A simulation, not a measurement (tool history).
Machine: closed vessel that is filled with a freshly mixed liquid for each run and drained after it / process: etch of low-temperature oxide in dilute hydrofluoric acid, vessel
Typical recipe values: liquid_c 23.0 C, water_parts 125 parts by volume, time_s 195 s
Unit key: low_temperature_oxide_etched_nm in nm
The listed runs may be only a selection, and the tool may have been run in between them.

run,hour,liquid_c,water_parts,time_s,"read-back film thickness of the low-temperature oxide reference wafer, read on the same gauge (nm)",low_temperature_oxide_etched_nm
1,0.0,23.0,125,195,109.99,37.96
2,14.4,27.0,125,195,110.00,44.64
3,26.5,27.0,125,195,110.00,44.52
4,43.9,27.0,125,195,110.00,44.70
5,54.8,23.0,125,195,109.97,38.38
6,66.0,23.0,125,195,109.99,38.15
7,74.3,23.0,125,195,109.97,38.30
8,85.2,23.0,125,195,110.02,38.24
9,91.6,23.0,125,195,109.98,38.36
10,108.9,19.5,125,195,110.02,32.72
11,116.1,19.5,125,195,110.01,32.99
12,126.1,19.5,125,195,109.98,32.94
13,137.4,23.0,125,195,110.01,38.06
14,145.7,19.5,125,265,110.00,45.09
15,159.1,20.0,125,120,110.01,20.64
# hour 166.9: gauge calibrated
16,176.0,23.0,125,195,110.00,38.11
17,184.1,23.0,100,105,110.00,26.40
18,197.4,19.0,70,100,110.01,31.30
19,204.1,23.0,125,195,109.98,38.38
20,218.5,20.5,95,145,109.98,34.81
# hour 226.3: hydrofluoric acid flow meter replaced
21,228.0,20.0,70,250,109.99,72.60
# hour 242.2: thermometer replaced
22,242.7,25.5,125,225,109.99,47.95
23,250.0,23.0,125,295,109.99,56.81
24,260.1,23.0,125,195,110.00,37.29
25,267.0,23.0,125,195,109.99,37.52
26,277.8,24.5,125,195,110.02,39.79
27,291.2,21.5,125,195,110.00,35.45
28,301.9,24.5,90,145,109.99,42.79
29,309.0,23.0,125,195,110.01,37.58
30,317.0,23.0,65,195,109.99,77.66
31,361.1,23.0,125,195,110.00,37.64

What if the next run were any one of these 5? Each begins from the tool's condition after run 31:
A,361.8,23.0,150,195,?,?
B,361.8,19.0,125,140,?,?
C,361.8,19.0,70,300,?,?
D,361.8,24.5,85,310,?,?
E,361.8,23.0,85,195,?,?

run,"read-back film thickness of the low-temperature oxide reference wafer, read on the same gauge (nm)",low_temperature_oxide_etched_nm
A,110.00,30.27
B,110.00,22.83
C,110.00,92.65
D,110.00,97.19
E,110.00,57.55
Take away the tool's hidden state, keep each run's random variation, and the runs would have read:
run,low_temperature_oxide_etched_nm
A,30.45
B,23.00
C,93.46
D,97.90
E,57.99

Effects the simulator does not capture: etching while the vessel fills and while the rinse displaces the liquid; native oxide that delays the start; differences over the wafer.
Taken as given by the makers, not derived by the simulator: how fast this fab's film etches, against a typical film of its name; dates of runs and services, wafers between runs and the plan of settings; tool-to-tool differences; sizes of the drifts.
